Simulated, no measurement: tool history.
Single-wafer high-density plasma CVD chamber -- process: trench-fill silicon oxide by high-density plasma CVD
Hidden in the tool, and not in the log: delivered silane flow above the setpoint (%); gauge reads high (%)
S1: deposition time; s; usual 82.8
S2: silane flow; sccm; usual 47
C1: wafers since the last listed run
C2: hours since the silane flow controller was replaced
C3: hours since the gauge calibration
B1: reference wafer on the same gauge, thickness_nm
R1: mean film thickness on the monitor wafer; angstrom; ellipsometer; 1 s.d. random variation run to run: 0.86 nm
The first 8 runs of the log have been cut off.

run 9 hour=376 | S1=82.8 S2=47 | C1=1168 C2=1940.4 C3=522.2 | B1=460.605 | R1=3991.66
run 10 hour=424.8 | S1=82.8 S2=47 | C1=671 C2=1989.2 C3=571 | B1=460.951 | R1=3978.52
run 11 hour=449.3 | S1=76.6 S2=47 | C1=336 C2=2013.7 C3=595.5 | B1=461.299 | R1=3688.49
run 12 hour=493.8 | S1=82.8 S2=47 | C1=611 C2=2058.2 C3=640 | B1=461.166 | R1=3986
run 13 hour=519.2 | S1=73.9 S2=47 | C1=349 C2=2083.6 C3=665.4 | B1=460.768 | R1=3556.72
-- hour=600.8 silane flow controller replaced
run 14 hour=656.6 | S1=94.3 S2=47 | C1=1779 C2=55.8 C3=802.8 | B1=460.485 | R1=4630.81
run 15 hour=688.3 | S1=78 S2=47 | C1=435 C2=87.5 C3=834.5 | B1=461.005 | R1=3819.87
run 16 hour=712.5 | S1=98.2 S2=38 | C1=332 C2=111.7 C3=858.7 | B1=460.945 | R1=3899.48
run 17 hour=775.8 | S1=98.7 S2=39 | C1=870 C2=175 C3=922 | B1=461.109 | R1=4024.37
run 18 hour=827.8 | S1=66.4 S2=39 | C1=715 C2=227 C3=974 | B1=460.513 | R1=2692.79
-- hour=899.8 gauge calibrated
run 19 hour=968.4 | S1=70.4 S2=51 | C1=1933 C2=367.6 C3=68.6 | B1=460.981 | R1=3714.59
run 20 hour=1006.6 | S1=82.8 S2=40 | C1=525 C2=405.8 C3=106.8 | B1=460.89 | R1=3420.22
run 21 hour=1078.1 | S1=94.7 S2=47 | C1=983 C2=477.3 C3=178.3 | B1=461.215 | R1=4605.48
run 22 hour=1109.5 | S1=96.6 S2=47 | C1=431 C2=508.7 C3=209.7 | B1=461.027 | R1=4698.8
run 23 hour=1152.2 | S1=78 S2=47 | C1=587 C2=551.4 C3=252.4 | B1=461.04 | R1=3793.43
run 24 hour=1213.6 | S1=88.3 S2=53 | C1=844 C2=612.8 C3=313.8 | B1=460.948 | R1=4828.95
run 25 hour=1273 | S1=67.6 S2=47 | C1=816 C2=672.2 C3=373.2 | B1=460.774 | R1=3287.52
run 26 hour=1304.8 | S1=82.8 S2=47 | C1=437 C2=704 C3=405 | B1=460.743 | R1=4006.43
run 27 hour=1329.7 | S1=82.8 S2=47 | C1=342 C2=728.9 C3=429.9 | B1=461.196 | R1=4007.53
run 28 hour=1370.1 | S1=82.8 S2=53 | C1=555 C2=769.3 C3=470.3 | B1=461.228 | R1=4516.27
run 29 hour=1401.1 | S1=82.8 S2=47 | C1=426 C2=800.3 C3=501.3 | B1=461.076 | R1=3987.35
run 30 hour=1428.7 | S1=90 S2=50 | C1=379 C2=827.9 C3=528.9 | B1=461.04 | R1=4632.75
run 31 hour=1496.1 | S1=71.8 S2=41 | C1=926 C2=895.3 C3=596.3 | B1=460.828 | R1=3021.47

Alternative continuations, all from the tool just after run 31; predict every row:
run A hour=1496.5 | S1=82.8 S2=47 | C1=5 C2=895.7 C3=596.7 | B1=? | R1=?
run B hour=1496.5 | S1=73.5 S2=50 | C1=5 C2=895.7 C3=596.7 | B1=? | R1=?
run C hour=1496.5 | S1=72.3 S2=38 | C1=5 C2=895.7 C3=596.7 | B1=? | R1=?
run D hour=1496.5 | S1=88.7 S2=44 | C1=5 C2=895.7 C3=596.7 | B1=? | R1=?
run E hour=1496.5 | S1=97.3 S2=52 | C1=5 C2=895.7 C3=596.7 | B1=? | R1=?

run=A B1=460.723 R1=3998.93
run=B B1=460.723 R1=3776.35
run=C B1=460.723 R1=2823.17
run=D B1=460.723 R1=4010.44
run=E B1=460.723 R1=5199.14
Without the tool's unlogged condition, the same runs would have read:
run=A R1=4077.9
run=B R1=3850.93
run=C R1=2878.93
run=D R1=4089.64
run=E R1=5301.82

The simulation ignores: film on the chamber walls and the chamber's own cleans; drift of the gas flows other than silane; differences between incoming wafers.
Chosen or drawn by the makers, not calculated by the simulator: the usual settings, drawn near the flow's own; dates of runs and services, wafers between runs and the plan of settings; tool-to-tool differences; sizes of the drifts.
